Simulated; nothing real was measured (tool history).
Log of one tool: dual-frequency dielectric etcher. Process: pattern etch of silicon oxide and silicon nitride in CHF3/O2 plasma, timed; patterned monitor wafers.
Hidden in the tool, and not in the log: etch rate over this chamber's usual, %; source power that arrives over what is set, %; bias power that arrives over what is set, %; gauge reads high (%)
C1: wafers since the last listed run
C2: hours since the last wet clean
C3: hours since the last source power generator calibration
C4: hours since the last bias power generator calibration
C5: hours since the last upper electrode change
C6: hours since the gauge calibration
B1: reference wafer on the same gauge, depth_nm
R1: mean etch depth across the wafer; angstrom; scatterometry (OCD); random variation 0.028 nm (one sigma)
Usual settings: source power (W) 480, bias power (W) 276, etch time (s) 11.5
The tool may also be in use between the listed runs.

run 1 hour=0.0 | source_power_(W)=480 bias_power_(W)=276 etch_time_(s)=11.5 | C1=0 C2=398.4 C3=3784.2 C4=4412.2 C5=5716.2 C6=95.1 | B1=19.80 | R1=184.6
run 2 hour=16.8 | source_power_(W)=480 bias_power_(W)=276 etch_time_(s)=11.5 | C1=326 C2=415.2 C3=3801.0 C4=4429.0 C5=5733.0 C6=111.9 | B1=19.80 | R1=184.4
run 3 hour=24.1 | source_power_(W)=480 bias_power_(W)=276 etch_time_(s)=11.5 | C1=141 C2=422.5 C3=3808.3 C4=4436.3 C5=5740.3 C6=119.2 | B1=19.80 | R1=184.2
run 4 hour=33.1 | source_power_(W)=480 bias_power_(W)=322 etch_time_(s)=11.5 | C1=175 C2=431.5 C3=3817.3 C4=4445.3 C5=5749.3 C6=128.2 | B1=19.80 | R1=199.7
-- hour=39.6 gauge calibrated
run 5 hour=50.3 | source_power_(W)=480 bias_power_(W)=322 etch_time_(s)=11.5 | C1=334 C2=448.7 C3=3834.5 C4=4462.5 C5=5766.5 C6=10.7 | B1=19.80 | R1=200.2
run 6 hour=67.0 | source_power_(W)=480 bias_power_(W)=322 etch_time_(s)=11.5 | C1=324 C2=465.4 C3=3851.2 C4=4479.2 C5=5783.2 C6=27.4 | B1=19.80 | R1=199.6
-- hour=92.4 wet clean of the chamber
run 7 hour=92.9 | source_power_(W)=480 bias_power_(W)=276 etch_time_(s)=11.5 | C1=36 C2=0.5 C3=3877.1 C4=4505.1 C5=5809.1 C6=53.3 | B1=19.80 | R1=187.4
run 8 hour=93.3 | source_power_(W)=480 bias_power_(W)=276 etch_time_(s)=11.5 | C1=7 C2=0.9 C3=3877.5 C4=4505.5 C5=5809.5 C6=53.7 | B1=19.80 | R1=186.8
run 9 hour=116.7 | source_power_(W)=480 bias_power_(W)=242 etch_time_(s)=12.5 | C1=455 C2=24.3 C3=3900.9 C4=4528.9 C5=5832.9 C6=77.1 | B1=19.81 | R1=189.3
run 10 hour=131.5 | source_power_(W)=600 bias_power_(W)=319 etch_time_(s)=9.5 | C1=287 C2=39.1 C3=3915.7 C4=4543.7 C5=5847.7 C6=91.9 | B1=19.81 | R1=183.9
-- hour=146.8 source power generator calibrated
run 11 hour=147.3 | source_power_(W)=570 bias_power_(W)=344 etch_time_(s)=11.5 | C1=229 C2=54.9 C3=0.5 C4=4559.5 C5=5863.5 C6=107.7 | B1=19.80 | R1=226.2
run 12 hour=157.7 | source_power_(W)=400 bias_power_(W)=255 etch_time_(s)=11.5 | C1=202 C2=65.3 C3=10.9 C4=4569.9 C5=5873.9 C6=118.1 | B1=19.80 | R1=164.0
run 13 hour=167.2 | source_power_(W)=480 bias_power_(W)=276 etch_time_(s)=11.5 | C1=184 C2=74.8 C3=20.4 C4=4579.4 C5=5883.4 C6=127.6 | B1=19.80 | R1=187.0
-- hour=175.5 bias power generator calibrated
-- hour=182.9 gauge calibrated
-- hour=196.4 upper electrode replaced
run 14 hour=196.9 | source_power_(W)=480 bias_power_(W)=276 etch_time_(s)=9.0 | C1=93 C2=104.5 C3=50.1 C4=21.4 C5=0.5 C6=14.0 | B1=19.80 | R1=145.9
run 15 hour=221.0 | source_power_(W)=580 bias_power_(W)=229 etch_time_(s)=12.5 | C1=468 C2=128.6 C3=74.2 C4=45.5 C5=24.6 C6=38.1 | B1=19.80 | R1=199.3
run 16 hour=229.7 | source_power_(W)=480 bias_power_(W)=276 etch_time_(s)=11.5 | C1=169 C2=137.3 C3=82.9 C4=54.2 C5=33.3 C6=46.8 | B1=19.80 | R1=186.1
run 17 hour=245.1 | source_power_(W)=450 bias_power_(W)=298 etch_time_(s)=11.5 | C1=299 C2=152.7 C3=98.3 C4=69.6 C5=48.7 C6=62.2 | B1=19.80 | R1=187.8
run 18 hour=260.4 | source_power_(W)=530 bias_power_(W)=344 etch_time_(s)=11.5 | C1=297 C2=168.0 C3=113.6 C4=84.9 C5=64.0 C6=77.5 | B1=19.79 | R1=217.5

4 ways to go on from here, each from the tool as it stands after run 18. What would each give?
run A hour=260.8 | source_power_(W)=480 bias_power_(W)=276 etch_time_(s)=11.5 | C1=7 C2=168.4 C3=114.0 C4=85.3 C5=64.4 C6=77.9 | B1=? | R1=?
run B hour=260.8 | source_power_(W)=390 bias_power_(W)=276 etch_time_(s)=11.5 | C1=7 C2=168.4 C3=114.0 C4=85.3 C5=64.4 C6=77.9 | B1=? | R1=?
run C hour=260.8 | source_power_(W)=480 bias_power_(W)=335 etch_time_(s)=11.5 | C1=7 C2=168.4 C3=114.0 C4=85.3 C5=64.4 C6=77.9 | B1=? | R1=?
run D hour=260.8 | source_power_(W)=580 bias_power_(W)=276 etch_time_(s)=11.5 | C1=7 C2=168.4 C3=114.0 C4=85.3 C5=64.4 C6=77.9 | B1=? | R1=?

run=A B1=19.80 R1=185.5
run=B B1=19.80 R1=168.3
run=C B1=19.80 R1=205.5
run=D B1=19.80 R1=202.0
Without the tool's hidden state the same runs would have given:
run=A R1=187.5
run=B R1=170.0
run=C R1=207.6
run=D R1=204.1

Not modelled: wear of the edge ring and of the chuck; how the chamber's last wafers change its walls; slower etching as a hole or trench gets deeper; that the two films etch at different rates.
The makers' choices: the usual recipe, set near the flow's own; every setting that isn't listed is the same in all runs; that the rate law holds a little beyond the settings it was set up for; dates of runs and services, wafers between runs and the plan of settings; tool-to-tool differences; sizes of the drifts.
